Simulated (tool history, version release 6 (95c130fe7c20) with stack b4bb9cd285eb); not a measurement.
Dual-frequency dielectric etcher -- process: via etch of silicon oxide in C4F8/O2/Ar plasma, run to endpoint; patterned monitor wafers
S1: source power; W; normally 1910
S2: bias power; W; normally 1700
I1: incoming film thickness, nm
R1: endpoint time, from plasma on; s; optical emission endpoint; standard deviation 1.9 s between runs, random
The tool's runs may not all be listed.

run,day,S1,S2,I1,R1
1,0.000,2250,1700,1722.0,313.8
2,0.612,2250,1700,1736.0,311.7
3,1.325,2250,1700,1720.4,314.5
4,2.104,1910,1700,1718.0,330.6
5,3.196,1910,1700,1703.2,329.2
6,4.304,1910,1458,1699.8,347.0
# day 5.688: wet clean of the chamber
7,5.708,1910,1458,1695.4,386.1
8,5.725,1910,1310,1731.1,408.3
# day 7.671: upper electrode replaced
9,7.692,2110,1436,1718.5,377.0
10,7.708,1760,1918,1711.5,362.1
# day 8.050: source power generator calibrated
# day 8.212: bias power generator calibrated
# day 9.054: wet clean of the chamber, repeated, since the last time left the tool worse
11,9.075,2250,1700,1704.7,325.4
12,9.571,1470,1579,1713.1,394.2
13,10.212,1910,1700,1720.0,346.0
14,11.117,2110,1859,1706.1,323.0
15,13.942,2100,1388,1710.5,351.5

Predict each of these 4 candidate next runs independently; none follows another, all start after run 15:
A,13.962,1640,1700,1710.9,?
B,13.962,2330,2089,1710.9,?
C,13.962,1910,1939,1710.9,?
D,13.962,1910,1496,1710.9,?

run,R1
A,367.6
B,297.1
C,330.1
D,362.2
Without the tool's unlogged condition, the same runs would have read:
run,R1
A,368.1
B,297.5
C,330.5
D,362.7
